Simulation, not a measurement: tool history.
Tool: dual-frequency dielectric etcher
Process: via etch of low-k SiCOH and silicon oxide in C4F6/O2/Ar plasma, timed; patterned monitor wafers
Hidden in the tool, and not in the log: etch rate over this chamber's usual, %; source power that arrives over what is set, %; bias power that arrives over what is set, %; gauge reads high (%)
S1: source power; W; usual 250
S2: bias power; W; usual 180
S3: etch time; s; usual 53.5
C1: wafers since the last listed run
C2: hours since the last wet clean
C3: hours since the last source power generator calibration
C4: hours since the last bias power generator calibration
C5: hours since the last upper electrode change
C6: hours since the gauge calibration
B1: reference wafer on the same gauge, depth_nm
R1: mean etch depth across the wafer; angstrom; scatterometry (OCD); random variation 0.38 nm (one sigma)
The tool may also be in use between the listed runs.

run 1 hour=0 | S1=250 S2=180 S3=53.5 | C1=0 C2=495.3 C3=1496.1 C4=1926.8 C5=1053.7 C6=1169.7 | B1=129 | R1=1159
run 2 hour=95.3 | S1=250 S2=180 S3=53.5 | C1=1434 C2=590.6 C3=1591.4 C4=2022.1 C5=1149 C6=1265 | B1=128.9 | R1=1156
-- hour=178.8 wet clean of the chamber
run 3 hour=183.9 | S1=250 S2=180 S3=53.5 | C1=972 C2=5.1 C3=1680 C4=2110.7 C5=1237.6 C6=1353.6 | B1=129 | R1=1157
run 4 hour=272.8 | S1=250 S2=180 S3=53.5 | C1=1338 C2=94 C3=1768.9 C4=2199.6 C5=1326.5 C6=1442.5 | B1=129 | R1=1161
run 5 hour=360 | S1=250 S2=180 S3=53.5 | C1=1312 C2=181.2 C3=1856.1 C4=2286.8 C5=1413.7 C6=1529.7 | B1=129 | R1=1162
run 6 hour=451.5 | S1=250 S2=180 S3=53.5 | C1=1377 C2=272.7 C3=1947.6 C4=2378.3 C5=1505.2 C6=1621.2 | B1=128.9 | R1=1162
run 7 hour=506 | S1=250 S2=144 S3=53.5 | C1=820 C2=327.2 C3=2002.1 C4=2432.8 C5=1559.7 C6=1675.7 | B1=128.9 | R1=1065
run 8 hour=557.2 | S1=250 S2=180 S3=53.5 | C1=770 C2=378.4 C3=2053.3 C4=2484 C5=1610.9 C6=1726.9 | B1=129 | R1=1162
run 9 hour=594.3 | S1=250 S2=180 S3=53.5 | C1=558 C2=415.5 C3=2090.4 C4=2521.1 C5=1648 C6=1764 | B1=129 | R1=1160
-- hour=643.3 bias power generator calibrated
run 10 hour=653.9 | S1=250 S2=180 S3=53.5 | C1=836 C2=475.1 C3=2150 C4=10.6 C5=1707.6 C6=1823.6 | B1=129.1 | R1=1142
run 11 hour=731.2 | S1=250 S2=180 S3=53.5 | C1=1163 C2=552.4 C3=2227.3 C4=87.9 C5=1784.9 C6=1900.9 | B1=129 | R1=1145
run 12 hour=789.7 | S1=250 S2=180 S3=53.5 | C1=880 C2=610.9 C3=2285.8 C4=146.4 C5=1843.4 C6=1959.4 | B1=129 | R1=1152
-- hour=792.7 gauge calibrated
-- hour=831.6 wet clean of the chamber
run 13 hour=881.1 | S1=280 S2=180 S3=53.5 | C1=1014 C2=49.5 C3=2377.2 C4=237.8 C5=1934.8 C6=88.4 | B1=129.1 | R1=1220
-- hour=913.2 upper electrode replaced
run 14 hour=938 | S1=280 S2=219 S3=59 | C1=495 C2=106.4 C3=2434.1 C4=294.7 C5=24.8 C6=145.3 | B1=129 | R1=1442
run 15 hour=1026 | S1=250 S2=203 S3=67.5 | C1=1324 C2=194.4 C3=2522.1 C4=382.7 C5=112.8 C6=233.3 | B1=129 | R1=1529
run 16 hour=1098.2 | S1=230 S2=161 S3=44 | C1=1086 C2=266.6 C3=2594.3 C4=454.9 C5=185 C6=305.5 | B1=129 | R1=876
run 17 hour=1145.7 | S1=230 S2=180 S3=44 | C1=715 C2=314.1 C3=2641.8 C4=502.4 C5=232.5 C6=353 | B1=128.9 | R1=913
run 18 hour=1243.7 | S1=250 S2=180 S3=53.5 | C1=1475 C2=412.1 C3=2739.8 C4=600.4 C5=330.5 C6=451 | B1=129 | R1=1153
run 19 hour=1337.4 | S1=250 S2=144 S3=53.5 | C1=1410 C2=505.8 C3=2833.5 C4=694.1 C5=424.2 C6=544.7 | B1=129 | R1=1067
-- hour=1398.2 wet clean of the chamber
run 20 hour=1398.7 | S1=200 S2=209 S3=46 | C1=561 C2=0.5 C3=2894.8 C4=755.4 C5=485.5 C6=606 | B1=129.1 | R1=947
-- hour=1453.9 source power generator calibrated
run 21 hour=1462.6 | S1=230 S2=211 S3=53.5 | C1=901 C2=64.4 C3=8.7 C4=819.3 C5=549.4 C6=669.9 | B1=128.9 | R1=1166
run 22 hour=1539.5 | S1=280 S2=219 S3=59 | C1=1157 C2=141.3 C3=85.6 C4=896.2 C5=626.3 C6=746.8 | B1=129 | R1=1434
run 23 hour=1861.7 | S1=290 S2=180 S3=45 | C1=4850 C2=463.5 C3=407.8 C4=1218.4 C5=948.5 C6=1069 | B1=129 | R1=1033
run 24 hour=1903.8 | S1=250 S2=180 S3=47 | C1=633 C2=505.6 C3=449.9 C4=1260.5 C5=990.6 C6=1111.1 | B1=129 | R1=1012
-- hour=2001.5 wet clean of the chamber
run 25 hour=2002 | S1=250 S2=180 S3=53.5 | C1=1116 C2=0.5 C3=548.1 C4=1358.7 C5=1088.8 C6=1209.3 | B1=129 | R1=1146
run 26 hour=2042.4 | S1=250 S2=221 S3=67 | C1=608 C2=40.9 C3=588.5 C4=1399.1 C5=1129.2 C6=1249.7 | B1=129.2 | R1=1552

4 ways to go on from here, each from the tool as it stands after run 26. What would each give?
run A hour=2042.8 | S1=250 S2=180 S3=62.5 | C1=6 C2=41.3 C3=588.9 C4=1399.5 C5=1129.6 C6=1250.1 | B1=? | R1=?
run B hour=2042.8 | S1=300 S2=221 S3=38.5 | C1=6 C2=41.3 C3=588.9 C4=1399.5 C5=1129.6 C6=1250.1 | B1=? | R1=?
run C hour=2042.8 | S1=290 S2=180 S3=60 | C1=6 C2=41.3 C3=588.9 C4=1399.5 C5=1129.6 C6=1250.1 | B1=? | R1=?
run D hour=2042.8 | S1=290 S2=150 S3=59 | C1=6 C2=41.3 C3=588.9 C4=1399.5 C5=1129.6 C6=1250.1 | B1=? | R1=?

run=A B1=129.1 R1=1339
run=B B1=129.1 R1=972
run=C B1=129.1 R1=1380
run=D B1=129.1 R1=1268
Without the tool's hidden state the same runs would have given:
run=A R1=1312
run=B R1=952
run=C R1=1353
run=D R1=1244
